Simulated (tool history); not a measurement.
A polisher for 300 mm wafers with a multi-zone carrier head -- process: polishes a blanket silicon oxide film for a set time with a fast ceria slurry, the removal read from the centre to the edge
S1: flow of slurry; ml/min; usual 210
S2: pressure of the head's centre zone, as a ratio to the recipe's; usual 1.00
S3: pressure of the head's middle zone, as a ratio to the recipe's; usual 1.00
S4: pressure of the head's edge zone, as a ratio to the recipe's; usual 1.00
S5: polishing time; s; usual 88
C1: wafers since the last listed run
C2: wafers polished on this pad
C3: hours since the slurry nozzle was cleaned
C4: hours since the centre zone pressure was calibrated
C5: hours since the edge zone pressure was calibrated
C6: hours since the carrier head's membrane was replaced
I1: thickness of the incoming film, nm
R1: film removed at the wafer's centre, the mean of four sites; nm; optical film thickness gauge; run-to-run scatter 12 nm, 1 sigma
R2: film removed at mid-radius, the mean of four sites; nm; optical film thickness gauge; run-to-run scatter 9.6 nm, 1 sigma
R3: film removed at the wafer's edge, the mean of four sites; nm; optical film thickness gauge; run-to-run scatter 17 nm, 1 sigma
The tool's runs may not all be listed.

Run 1, day 0.000: usual settings but S5 73 s; C1 0; C2 420; C3 622.5; C4 457.0; C5 726.9; C6 1478.2; I1 3853.8. Result: R1 897.2 nm, R2 1007.8 nm, R3 1013.2 nm.
Run 2, day 0.433: usual settings but S4 1.05, S5 105 s; C1 131; C2 551; C3 632.9; C4 467.4; C5 737.3; C6 1488.6; I1 3782.4. Result: R1 1290.0 nm, R2 1446.1 nm, R3 1491.0 nm.
Run 3, day 0.846: usual settings but S4 1.05, S5 105 s; C1 124; C2 676; C3 642.8; C4 477.3; C5 747.2; C6 1498.5; I1 3824.9. Result: R1 1262.9 nm, R2 1442.0 nm, R3 1502.5 nm.
Run 4, day 1.588: usual settings but S4 1.05, S5 105 s; C1 224; C2 901; C3 660.6; C4 495.1; C5 765.0; C6 1516.3; I1 3760.7. Result: R1 1271.8 nm, R2 1444.6 nm, R3 1464.1 nm.
Run 5, day 2.317: usual settings but S4 1.03; C1 220; C2 1122; C3 678.1; C4 512.6; C5 782.5; C6 1533.8; I1 3879.5. Result: R1 1067.6 nm, R2 1216.0 nm, R3 1250.7 nm.
At day 2.650: worn pad replaced by a new one.
At day 2.679: centre zone pressure recalibrated.
Run 6, day 2.700: usual settings but S4 1.08; C1 56; C2 6; C3 687.3; C4 0.5; C5 791.7; C6 1543.0; I1 3756.7. Result: R1 1200.8 nm, R2 1206.0 nm, R3 1222.3 nm.
Run 7, day 3.075: usual settings; C1 113; C2 119; C3 696.3; C4 9.5; C5 800.7; C6 1552.0; I1 3791.5. Result: R1 1175.1 nm, R2 1210.7 nm, R3 1199.3 nm.
Run 8, day 3.392: usual settings; C1 95; C2 215; C3 703.9; C4 17.1; C5 808.3; C6 1559.6; I1 3827.5. Result: R1 1186.6 nm, R2 1205.6 nm, R3 1206.2 nm.
Run 9, day 3.946: usual settings but S2 0.94, S4 1.07; C1 167; C2 383; C3 717.2; C4 30.4; C5 821.6; C6 1572.9; I1 3813.8. Result: R1 1094.7 nm, R2 1194.9 nm, R3 1208.5 nm.
Run 10, day 4.233: usual settings but S1 175 ml/min, S5 99 s; C1 87; C2 470; C3 724.1; C4 37.3; C5 828.5; C6 1579.8; I1 3843.6. Result: R1 1304.3 nm, R2 1338.8 nm, R3 1321.6 nm.
At day 4.329: slurry nozzle cleaned.
Run 11, day 4.846: usual settings but S3 1.07, S5 118 s; C1 172; C2 643; C3 12.4; C4 52.0; C5 843.2; C6 1594.5; I1 3844.4. Result: R1 1591.5 nm, R2 1736.7 nm, R3 1664.9 nm.
At day 5.542: carrier head's membrane replaced by a new one.
Run 12, day 5.562: usual settings but S1 280 ml/min, S3 0.89, S4 0.89; C1 153; C2 797; C3 29.6; C4 69.2; C5 860.4; C6 0.5; I1 3827.7. Result: R1 1200.8 nm, R2 1102.1 nm, R3 1186.1 nm.
At day 6.117: edge zone pressure recalibrated.
At day 6.771: worn pad replaced by a new one.
Run 13, day 6.788: usual settings; C1 295; C2 4; C3 59.0; C4 98.6; C5 16.1; C6 29.9; I1 3778.1. Result: R1 1180.3 nm, R2 1198.5 nm, R3 1238.2 nm.
Run 14, day 7.433: usual settings but S1 145 ml/min; C1 195; C2 200; C3 74.5; C4 114.1; C5 31.6; C6 45.4; I1 3859.3. Result: R1 1116.3 nm, R2 1178.3 nm, R3 1190.5 nm.
Run 15, day 7.858: usual settings; C1 128; C2 328; C3 84.7; C4 124.3; C5 41.8; C6 55.6; I1 3779.8. Result: R1 1170.2 nm, R2 1215.4 nm, R3 1200.6 nm.

Each run again, without the hidden state but with its own random variation kept:
Hidden conditions of the tool in this case: removal rate lost through wear of the pad, %; slurry flow missing at the pad, %; deviation of the centre zone's pressure from its setpoint, %; deviation of the edge zone's pressure from its setpoint, %.
run      R1
  1   993.4
  2  1431.7
  3  1404.8
  4  1420.4
  5  1197.1
  6  1206.0
  7  1182.3
  8  1195.7
  9  1106.3
 10  1319.8
 11  1615.4
 12  1223.2
 13  1209.7
 14  1147.8
 15  1205.8
R2: within 0.8 nm of the measured result in every run.
For R3, the value without the hidden state matches the measurement in each run.

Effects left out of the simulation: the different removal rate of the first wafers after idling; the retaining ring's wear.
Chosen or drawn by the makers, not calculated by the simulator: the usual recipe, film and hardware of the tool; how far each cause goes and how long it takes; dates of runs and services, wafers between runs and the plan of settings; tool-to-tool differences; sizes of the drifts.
